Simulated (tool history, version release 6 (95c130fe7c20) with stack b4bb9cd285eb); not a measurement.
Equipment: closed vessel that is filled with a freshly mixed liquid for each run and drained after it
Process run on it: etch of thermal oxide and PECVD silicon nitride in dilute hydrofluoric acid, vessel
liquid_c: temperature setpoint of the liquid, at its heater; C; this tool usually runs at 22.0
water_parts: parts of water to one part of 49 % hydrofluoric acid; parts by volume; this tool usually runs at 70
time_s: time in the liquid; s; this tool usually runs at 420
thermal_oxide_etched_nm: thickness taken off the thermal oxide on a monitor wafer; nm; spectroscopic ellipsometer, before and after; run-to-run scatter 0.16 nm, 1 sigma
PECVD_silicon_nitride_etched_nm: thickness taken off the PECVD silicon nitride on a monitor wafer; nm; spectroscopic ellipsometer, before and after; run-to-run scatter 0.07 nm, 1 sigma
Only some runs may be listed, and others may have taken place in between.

run	hour	liquid_c	water_parts	time_s	read-back film thickness of the thermal oxide reference wafer, read on the same gauge (nm)	read-back film thickness of the PECVD silicon nitride reference wafer, read on the same gauge (nm)	thermal_oxide_etched_nm	PECVD_silicon_nitride_etched_nm
1	0.0	22.0	70	420	30.04	129.99	24.31	12.40
2	15.6	22.0	70	420	30.06	130.03	24.33	12.52
3	30.5	22.0	70	420	30.01	130.02	24.21	12.30
4	44.1	22.0	70	420	30.02	129.99	24.21	12.35
5	51.6	22.0	55	665	29.97	129.99	49.80	25.11
6	65.6	22.0	60	200	29.97	130.00	13.83	6.91
7	79.3	23.5	70	350	29.98	129.97	21.68	11.44
# hour 92.3: hydrofluoric acid flow meter replaced
8	94.9	24.0	70	245	30.00	129.97	15.43	8.29
9	103.6	22.0	70	420	29.99	129.99	24.11	12.51
10	119.5	18.5	70	420	30.02	129.98	20.78	9.84
11	135.3	22.0	55	175	30.00	130.02	13.25	6.56
12	151.4	22.0	70	420	30.04	129.99	24.52	12.44
13	163.8	22.0	70	420	29.95	130.02	24.15	12.38
# hour 172.9: gauge calibrated
14	174.8	22.0	70	420	29.96	130.00	24.26	12.51
15	189.7	24.0	50	420	30.01	129.97	37.86	19.92
16	199.9	22.0	70	420	29.99	130.03	24.42	12.40
17	206.3	22.0	100	420	30.00	129.96	16.41	8.76
18	221.8	20.0	95	420	29.99	129.95	15.90	8.05
19	232.9	25.0	70	420	30.00	130.01	27.40	15.30
20	240.4	22.0	70	420	30.05	130.00	24.51	12.44
21	246.8	22.0	50	420	29.99	130.02	35.10	17.26
22	260.9	20.5	95	340	29.97	130.02	13.20	6.75
23	275.4	22.0	70	420	30.00	130.02	24.18	12.52
24	288.9	25.0	85	420	30.03	130.00	22.11	12.57
25	297.3	19.0	60	190	29.98	129.97	11.44	5.38
26	306.1	24.0	70	500	30.02	129.98	30.97	17.00
27	317.9	24.0	100	665	29.99	129.98	28.00	15.82

Forecast each of these 3 alternatives for the next run:
A	318.7	22.0	70	420	?	?	?	?
B	318.7	25.5	45	265	?	?	?	?
C	318.7	26.0	80	420	?	?	?	?

run	read-back film thickness of the thermal oxide reference wafer, read on the same gauge (nm)	read-back film thickness of the PECVD silicon nitride reference wafer, read on the same gauge (nm)	thermal_oxide_etched_nm	PECVD_silicon_nitride_etched_nm
A	30.02	130.01	24.12	12.40
B	30.02	130.01	28.24	15.27
C	30.02	130.01	24.49	14.19
Take away the tool's hidden state, keep each run's random variation, and the runs would have read:
run	thermal_oxide_etched_nm	PECVD_silicon_nitride_etched_nm
A	24.12	12.40
B	28.24	15.27
C	24.49	14.19

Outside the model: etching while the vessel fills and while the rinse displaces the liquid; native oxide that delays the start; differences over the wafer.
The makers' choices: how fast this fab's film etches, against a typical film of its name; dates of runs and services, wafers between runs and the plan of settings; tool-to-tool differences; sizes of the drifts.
